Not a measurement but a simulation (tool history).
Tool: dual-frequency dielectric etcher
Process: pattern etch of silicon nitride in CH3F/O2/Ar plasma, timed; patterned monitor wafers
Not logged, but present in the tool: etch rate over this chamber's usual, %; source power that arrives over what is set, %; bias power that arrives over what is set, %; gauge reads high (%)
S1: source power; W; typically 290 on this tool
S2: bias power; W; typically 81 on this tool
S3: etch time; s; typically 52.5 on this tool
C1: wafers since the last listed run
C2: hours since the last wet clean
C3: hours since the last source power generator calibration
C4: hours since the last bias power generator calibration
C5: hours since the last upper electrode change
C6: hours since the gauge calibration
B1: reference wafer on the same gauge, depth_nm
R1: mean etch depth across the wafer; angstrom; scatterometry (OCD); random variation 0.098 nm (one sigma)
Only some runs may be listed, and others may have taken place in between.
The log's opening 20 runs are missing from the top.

{"run": 21, "hour": 1312.1, "S1": 260, "S2": 64, "S3": 40.5, "C1": 1102, "C2": 225.8, "C3": 238.4, "C4": 1195.9, "C5": 473.3, "C6": 197.9, "B1": 39.6, "R1": 212.4}
{"run": 22, "hour": 1340.7, "S1": 240, "S2": 81, "S3": 62, "C1": 461, "C2": 254.4, "C3": 267, "C4": 1224.5, "C5": 501.9, "C6": 226.5, "B1": 39.6, "R1": 354.6}
{"run": 23, "hour": 1368.5, "S1": 290, "S2": 81, "S3": 57, "C1": 448, "C2": 282.2, "C3": 294.8, "C4": 1252.3, "C5": 529.7, "C6": 254.3, "B1": 39.6, "R1": 358.9}
{"run": 24, "hour": 1406.8, "S1": 230, "S2": 75, "S3": 48, "C1": 618, "C2": 320.5, "C3": 333.1, "C4": 1290.6, "C5": 568, "C6": 292.6, "B1": 39.62, "R1": 255.1}
{"run": 25, "hour": 1471.0, "S1": 320, "S2": 81, "S3": 52.5, "C1": 1035, "C2": 384.7, "C3": 397.3, "C4": 1354.8, "C5": 632.2, "C6": 356.8, "B1": 39.58, "R1": 347}
{"run": 26, "hour": 1529.7, "S1": 290, "S2": 81, "S3": 52.5, "C1": 947, "C2": 443.4, "C3": 456, "C4": 1413.5, "C5": 690.9, "C6": 415.5, "B1": 39.57, "R1": 329.1}
{"run": 27, "hour": 1555.4, "S1": 230, "S2": 70, "S3": 52.5, "C1": 414, "C2": 469.1, "C3": 481.7, "C4": 1439.2, "C5": 716.6, "C6": 441.2, "B1": 39.6, "R1": 267.2}
{"hour": 1617.8, "done": "wet clean of the chamber"}
{"run": 28, "hour": 1618.3, "S1": 290, "S2": 81, "S3": 52.5, "C1": 627, "C2": 0.5, "C3": 544.6, "C4": 1502.1, "C5": 779.5, "C6": 504.1, "B1": 39.58, "R1": 327.3}
{"run": 29, "hour": 1648.4, "S1": 290, "S2": 81, "S3": 52.5, "C1": 485, "C2": 30.6, "C3": 574.7, "C4": 1532.2, "C5": 809.6, "C6": 534.2, "B1": 39.6, "R1": 328.3}
{"run": 30, "hour": 1676.8, "S1": 290, "S2": 98, "S3": 40.5, "C1": 458, "C2": 59, "C3": 603.1, "C4": 1560.6, "C5": 838, "C6": 562.6, "B1": 39.59, "R1": 282.3}

Here are 4 independent what-if runs from the current tool condition. What would each one return?
{"run": "A", "hour": 1677.2, "S1": 290, "S2": 81, "S3": 52.5, "C1": 6, "C2": 59.4, "C3": 603.5, "C4": 1561, "C5": 838.4, "C6": 563, "B1": "?", "R1": "?"}
{"run": "B", "hour": 1677.2, "S1": 350, "S2": 81, "S3": 46.5, "C1": 6, "C2": 59.4, "C3": 603.5, "C4": 1561, "C5": 838.4, "C6": 563, "B1": "?", "R1": "?"}
{"run": "C", "hour": 1677.2, "S1": 290, "S2": 81, "S3": 43, "C1": 6, "C2": 59.4, "C3": 603.5, "C4": 1561, "C5": 838.4, "C6": 563, "B1": "?", "R1": "?"}
{"run": "D", "hour": 1677.2, "S1": 340, "S2": 91, "S3": 37.5, "C1": 6, "C2": 59.4, "C3": 603.5, "C4": 1561, "C5": 838.4, "C6": 563, "B1": "?", "R1": "?"}

run=A B1=39.59 R1=329.9
run=B B1=39.59 R1=320.8
run=C B1=39.59 R1=270.2
run=D B1=39.59 R1=271.5
The same runs, with their run-to-run variation unchanged, on a tool lacking any hidden condition would have given:
run=A R1=335.6
run=B R1=326.4
run=C R1=274.9
run=D R1=276.2
